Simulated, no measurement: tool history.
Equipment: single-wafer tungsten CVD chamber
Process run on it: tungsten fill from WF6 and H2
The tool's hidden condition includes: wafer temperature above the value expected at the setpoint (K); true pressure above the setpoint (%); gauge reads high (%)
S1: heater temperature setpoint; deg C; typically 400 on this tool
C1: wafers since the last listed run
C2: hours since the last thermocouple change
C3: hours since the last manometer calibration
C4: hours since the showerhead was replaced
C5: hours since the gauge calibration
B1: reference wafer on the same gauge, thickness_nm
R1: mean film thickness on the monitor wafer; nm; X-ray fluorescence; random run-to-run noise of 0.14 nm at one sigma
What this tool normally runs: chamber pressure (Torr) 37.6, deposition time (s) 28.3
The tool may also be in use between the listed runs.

{"run": 1, "hour": 0.0, "S1": 400, "chamber pressure (Torr)": 37.6, "deposition time (s)": 28.3, "C1": 0, "C2": 2795.5, "C3": 1911.4, "C4": 4344.2, "C5": 115.8, "B1": 81.99, "R1": 82.592}
{"run": 2, "hour": 6.6, "S1": 400, "chamber pressure (Torr)": 37.6, "deposition time (s)": 28.3, "C1": 182, "C2": 2802.1, "C3": 1918.0, "C4": 4350.8, "C5": 122.4, "B1": 81.914, "R1": 82.535}
{"run": 3, "hour": 45.0, "S1": 400, "chamber pressure (Torr)": 37.6, "deposition time (s)": 28.3, "C1": 1064, "C2": 2840.5, "C3": 1956.4, "C4": 4389.2, "C5": 160.8, "B1": 81.872, "R1": 82.284}
{"run": 4, "hour": 59.7, "S1": 400, "chamber pressure (Torr)": 37.6, "deposition time (s)": 31.2, "C1": 407, "C2": 2855.2, "C3": 1971.1, "C4": 4403.9, "C5": 175.5, "B1": 81.963, "R1": 91.01}
{"run": 5, "hour": 71.5, "S1": 400, "chamber pressure (Torr)": 37.6, "deposition time (s)": 31.2, "C1": 327, "C2": 2867.0, "C3": 1982.9, "C4": 4415.7, "C5": 187.3, "B1": 81.896, "R1": 90.891}
{"run": 6, "hour": 80.1, "S1": 400, "chamber pressure (Torr)": 37.6, "deposition time (s)": 31.2, "C1": 238, "C2": 2875.6, "C3": 1991.5, "C4": 4424.3, "C5": 195.9, "B1": 81.864, "R1": 90.824}
{"run": 7, "hour": 95.5, "S1": 390, "chamber pressure (Torr)": 37.6, "deposition time (s)": 28.3, "C1": 426, "C2": 2891.0, "C3": 2006.9, "C4": 4439.7, "C5": 211.3, "B1": 81.908, "R1": 66.156}
{"hour": 112.0, "done": "gauge calibrated"}
{"run": 8, "hour": 112.4, "S1": 390, "chamber pressure (Torr)": 37.6, "deposition time (s)": 28.3, "C1": 468, "C2": 2907.9, "C3": 2023.8, "C4": 4456.6, "C5": 0.4, "B1": 81.81, "R1": 66.104}
{"run": 9, "hour": 129.7, "S1": 390, "chamber pressure (Torr)": 37.6, "deposition time (s)": 28.3, "C1": 479, "C2": 2925.2, "C3": 2041.1, "C4": 4473.9, "C5": 17.7, "B1": 81.889, "R1": 65.979}
{"run": 10, "hour": 138.6, "S1": 400, "chamber pressure (Torr)": 37.6, "deposition time (s)": 28.3, "C1": 246, "C2": 2934.1, "C3": 2050.0, "C4": 4482.8, "C5": 26.6, "B1": 81.868, "R1": 82.093}
{"run": 11, "hour": 151.8, "S1": 400, "chamber pressure (Torr)": 37.6, "deposition time (s)": 28.3, "C1": 365, "C2": 2947.3, "C3": 2063.2, "C4": 4496.0, "C5": 39.8, "B1": 81.851, "R1": 82.377}
{"hour": 163.9, "done": "thermocouple changed; heater temperature recalibrated"}
{"run": 12, "hour": 164.4, "S1": 400, "chamber pressure (Torr)": 37.6, "deposition time (s)": 30.2, "C1": 127, "C2": 0.5, "C3": 2075.8, "C4": 4508.6, "C5": 52.4, "B1": 81.885, "R1": 96.329}
{"hour": 186.5, "done": "capacitance manometer re-zeroed and calibrated"}
{"run": 13, "hour": 187.0, "S1": 400, "chamber pressure (Torr)": 37.6, "deposition time (s)": 30.2, "C1": 404, "C2": 23.1, "C3": 0.5, "C4": 4531.2, "C5": 75.0, "B1": 81.895, "R1": 100.464}
{"run": 14, "hour": 187.3, "S1": 390, "chamber pressure (Torr)": 37.6, "deposition time (s)": 28.3, "C1": 8, "C2": 23.4, "C3": 0.8, "C4": 4531.5, "C5": 75.3, "B1": 81.886, "R1": 75.849}
{"run": 15, "hour": 204.1, "S1": 400, "chamber pressure (Torr)": 37.6, "deposition time (s)": 31.2, "C1": 465, "C2": 40.2, "C3": 17.6, "C4": 4548.3, "C5": 92.1, "B1": 81.831, "R1": 103.611}
{"run": 16, "hour": 211.7, "S1": 400, "chamber pressure (Torr)": 42.9, "deposition time (s)": 30.7, "C1": 210, "C2": 47.8, "C3": 25.2, "C4": 4555.9, "C5": 99.7, "B1": 81.894, "R1": 107.272}
{"run": 17, "hour": 219.8, "S1": 400, "chamber pressure (Torr)": 40.8, "deposition time (s)": 28.3, "C1": 224, "C2": 55.9, "C3": 33.3, "C4": 4564.0, "C5": 107.8, "B1": 81.84, "R1": 96.738}
{"run": 18, "hour": 230.7, "S1": 406, "chamber pressure (Torr)": 37.6, "deposition time (s)": 28.3, "C1": 302, "C2": 66.8, "C3": 44.2, "C4": 4574.9, "C5": 118.7, "B1": 81.871, "R1": 105.619}
{"hour": 252.2, "done": "showerhead replaced"}
{"run": 19, "hour": 252.7, "S1": 400, "chamber pressure (Torr)": 37.6, "deposition time (s)": 28.3, "C1": 387, "C2": 88.8, "C3": 66.2, "C4": 0.5, "C5": 140.7, "B1": 81.9, "R1": 93.223}
{"run": 20, "hour": 262.1, "S1": 406, "chamber pressure (Torr)": 43.2, "deposition time (s)": 28.3, "C1": 260, "C2": 98.2, "C3": 75.6, "C4": 9.9, "C5": 150.1, "B1": 81.865, "R1": 111.555}
{"run": 21, "hour": 275.2, "S1": 400, "chamber pressure (Torr)": 37.6, "deposition time (s)": 28.3, "C1": 363, "C2": 111.3, "C3": 88.7, "C4": 23.0, "C5": 163.2, "B1": 81.905, "R1": 93.104}
{"run": 22, "hour": 286.5, "S1": 411, "chamber pressure (Torr)": 35.2, "deposition time (s)": 30.9, "C1": 313, "C2": 122.6, "C3": 100.0, "C4": 34.3, "C5": 174.5, "B1": 81.982, "R1": 123.216}
{"run": 23, "hour": 296.5, "S1": 400, "chamber pressure (Torr)": 37.6, "deposition time (s)": 28.3, "C1": 277, "C2": 132.6, "C3": 110.0, "C4": 44.3, "C5": 184.5, "B1": 81.872, "R1": 93.211}
{"run": 24, "hour": 313.9, "S1": 413, "chamber pressure (Torr)": 37.6, "deposition time (s)": 23.6, "C1": 482, "C2": 150.0, "C3": 127.4, "C4": 61.7, "C5": 201.9, "B1": 81.932, "R1": 99.794}

Run 25 is up next; what results do you expect?
{"hour": 322.5, "done": "gauge calibrated"}
{"run": 25, "hour": 329.2, "S1": 400, "chamber pressure (Torr)": 43.4, "deposition time (s)": 32.2, "C1": 424, "C2": 165.3, "C3": 142.7, "C4": 77.0, "C5": 6.7, "B1": "?", "R1": "?"}

B1: 81.946
R1: 112.583 nm
With the hidden condition absent and the run-to-run variation left alone, this run would have shown R1 111.964 nm.
